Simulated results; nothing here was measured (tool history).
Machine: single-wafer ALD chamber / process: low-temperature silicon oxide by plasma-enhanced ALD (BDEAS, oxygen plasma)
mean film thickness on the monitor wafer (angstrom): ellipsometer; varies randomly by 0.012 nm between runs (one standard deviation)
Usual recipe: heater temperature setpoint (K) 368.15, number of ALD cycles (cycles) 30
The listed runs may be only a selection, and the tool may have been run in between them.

run	day	heater temperature setpoint (K)	number of ALD cycles (cycles)	read-back reference wafer on the same gauge, thickness_nm	mean film thickness on the monitor wafer (angstrom)
1	0	368.15	34	5.04	52.65
2	1.358	376.15	30	5.041	45.61
3	1.929	376.15	30	5.045	45.68
4	2.721	374.15	30	5.038	45.78
5	3.504	374.15	30	5.043	45.85
6	4.475	374.15	30	5.043	45.86
7	5.758	362.15	30	5.042	47.46
8	6.521	362.15	30	5.041	47.51
9	7.1	362.15	30	5.039	47.53
10	8.208	379.15	35	5.042	52.97
11	9.55	355.15	34	5.041	54.98
# day 10.375: gauge calibrated
12	10.483	368.15	26	5.04	40.29
# day 11.171: thermocouple changed; heater temperature recalibrated
13	11.192	375.15	32	5.04	48.82
14	12.125	379.15	33	5.045	49.63
15	13.258	360.15	36	5.041	57.16
16	14.6	368.15	30	5.041	46.47

Run 17 has not been measured yet. What should we expect?
17	15.608	368.15	30	?	?

{"run 17": {"read-back reference wafer on the same gauge, thickness_nm": 5.041, "mean film thickness on the monitor wafer (angstrom)": 46.64}}
Without the tool's hidden state the same run would have given mean film thickness on the monitor wafer (angstrom) 46.64.
